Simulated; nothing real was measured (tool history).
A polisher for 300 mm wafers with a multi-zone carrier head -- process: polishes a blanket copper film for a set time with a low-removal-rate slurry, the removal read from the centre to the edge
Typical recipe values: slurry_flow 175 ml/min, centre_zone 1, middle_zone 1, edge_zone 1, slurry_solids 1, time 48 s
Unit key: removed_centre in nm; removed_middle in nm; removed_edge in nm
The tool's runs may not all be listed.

run,day,slurry_flow,centre_zone,middle_zone,edge_zone,slurry_solids,time,wafers since the last listed run,wafers polished on this pad,hours since the slurry nozzle was cleaned,hours since the centre zone pressure was calibrated,hours since the edge zone pressure was calibrated,hours since the carrier head's membrane was replaced,"incoming thickness of the incoming film, nm",removed_centre,removed_middle,removed_edge
1,0,220,1,1,1,1,44,0,4,698.6,407.3,164.7,107.4,1157.5,126.1,129.7,131.8
2,0.225,175,1,1,1,1,48,49,54,704,412.7,170.1,112.8,1147.3,130.7,137.7,139.4
3,0.546,175,1.07,1,1,1,48,71,125,711.7,420.4,177.8,120.5,1154.1,140,136,139.6
4,1.554,175,0.96,1,1,1,48,223,349,735.9,444.6,202,144.7,1165.2,124.1,133.6,136.4
5,2.075,175,1,0.96,1,1,48,115,464,748.4,457.1,214.5,157.2,1147.9,130.1,129.7,138
6,2.579,220,1,1,0.93,1,58,111,576,760.5,469.2,226.6,169.3,1154.1,162.5,169.2,166.1
7,3.133,175,1,1,1,0.7,48,122,699,773.8,482.5,239.9,182.6,1157.4,110,117,115
8,3.775,175,1.05,1,0.9,1.2,48,142,841,789.2,497.9,255.3,198,1151.1,142.1,140.5,133
9,4.1,175,1,1,1,1,48,72,913,797,505.7,263.1,205.8,1153.8,126,131.7,131.4
10,4.712,175,1.06,1.07,1,0.7,48,135,1049,811.7,520.4,277.8,220.5,1143.1,113.6,118.9,112.4
11,5.054,175,1,1.05,1.07,1,48,75,1125,819.9,528.6,286,228.7,1147.7,123.4,134.1,138.1
# day 5.2: centre zone pressure recalibrated
# day 5.567: slurry nozzle cleaned
# day 5.688: worn pad replaced by a new one
12,6.492,210,1,1,1,0.75,48,264,178,22.2,31,320.5,263.2,1133,124.6,128.6,134.7
13,7.238,175,1,1,1,1.3,48,165,343,40.1,48.9,338.4,281.1,1151.9,150.3,158.9,151.7
14,7.575,175,1,1,1.09,1,48,74,418,48.2,57,346.5,289.2,1148.2,134.6,136.3,148.1
15,8.292,175,1,1,1,1,48,158,577,65.4,74.2,363.7,306.4,1160.6,134.2,139,137.4
16,8.817,175,1,1,1,1,61,116,693,78,86.8,376.3,319,1153.4,171.2,178.8,175.9
17,9.067,175,1,1,1,1,48,55,748,84,92.8,382.3,325,1159,132.9,137.7,141.3
18,9.817,175,1,1,1,1,48,166,915,102,110.8,400.3,343,1143.5,133.2,137.1,138.7
19,10.204,175,1,0.89,1,0.85,48,85,1001,111.3,120.1,409.6,352.3,1144.4,123.6,116.3,132.5
20,10.658,210,1,1,0.95,1.2,48,100,1101,122.2,131,420.5,363.2,1155.8,142.6,144.4,144.1
# day 11.104: worn pad replaced by a new one
21,11.125,175,1,1,0.93,0.9,56,66,4,133.4,142.2,431.7,374.4,1151,150.4,156.3,154
22,11.592,190,1,1,1,0.7,64,103,108,144.6,153.4,442.9,385.6,1161.6,157.9,164.5,163.8

Each row is a separate what-if for the run after 22, all from the same tool condition, not one after another. Results?
A,11.608,175,1,1,1,1,48,3,111,145,153.8,443.3,386,1151,?,?,?
B,11.608,205,1.11,1,1.11,1,31,3,111,145,153.8,443.3,386,1151,?,?,?
C,11.608,175,1,1.08,1,1,48,3,111,145,153.8,443.3,386,1151,?,?,?
D,11.608,175,1,0.91,1,1,48,3,111,145,153.8,443.3,386,1151,?,?,?

run,removed_centre,removed_middle,removed_edge
A,134.3,143.6,139.1
B,99.1,95,96.3
C,134.4,153,139
D,134.2,132.9,139.3
With no hidden state in the tool, these same runs would have given:
run,removed_centre,removed_middle,removed_edge
A,137,146.2,141.2
B,100.9,96.6,97.7
C,137.1,155.8,141.1
D,136.9,135.4,141.4
